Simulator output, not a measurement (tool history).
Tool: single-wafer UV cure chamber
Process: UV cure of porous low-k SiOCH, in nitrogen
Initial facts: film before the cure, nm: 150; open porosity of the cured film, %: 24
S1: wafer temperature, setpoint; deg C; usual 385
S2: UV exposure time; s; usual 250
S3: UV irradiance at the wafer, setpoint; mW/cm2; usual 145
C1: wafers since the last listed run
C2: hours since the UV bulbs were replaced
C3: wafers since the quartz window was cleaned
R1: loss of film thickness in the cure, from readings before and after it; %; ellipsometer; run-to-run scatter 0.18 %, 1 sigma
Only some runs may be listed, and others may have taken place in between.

| run | hour | S1 | S2 | S3 | C1 | C2 | C3 | R1 |
|---|---|---|---|---|---|---|---|---|
| 1 | 0.0 | 385 | 250 | 145 | 0 | 527.3 | 4265 | 14.778 |
|  | 75.0 | quartz window cleaned |
| 2 | 75.5 | 385 | 250 | 145 | 446 | 602.8 | 3 | 14.941 |
| 3 | 127.0 | 385 | 250 | 145 | 340 | 654.3 | 343 | 14.300 |
| 4 | 220.0 | 385 | 250 | 145 | 614 | 747.3 | 958 | 14.336 |
| 5 | 323.9 | 385 | 250 | 145 | 686 | 851.2 | 1644 | 14.319 |
| 6 | 431.0 | 397 | 250 | 145 | 707 | 958.3 | 2352 | 14.358 |
| 7 | 494.4 | 397 | 250 | 145 | 418 | 1021.7 | 2771 | 14.754 |
| 8 | 580.1 | 397 | 250 | 145 | 566 | 1107.4 | 3337 | 14.723 |
|  | 642.6 | UV bulbs replaced |
| 9 | 665.4 | 385 | 190 | 124 | 510 | 22.8 | 3848 | 14.135 |
| 10 | 722.7 | 385 | 190 | 124 | 378 | 80.1 | 4227 | 14.052 |
| 11 | 811.5 | 385 | 190 | 124 | 586 | 168.9 | 4813 | 13.654 |
|  | 834.2 | quartz window cleaned |
| 12 | 886.4 | 401 | 115 | 182 | 442 | 243.8 | 344 | 13.157 |
| 13 | 971.2 | 394 | 375 | 115 | 560 | 328.6 | 905 | 16.484 |

Forecast run 14:
| 14 | 1054.3 | 397 | 250 | 145 | 549 | 411.7 | 1454 | ? |

For run 14 the tool returned R1 15.419 %.
On a tool with no hidden condition, and with the same random variation, this run would have come out at R1 16.939 %.
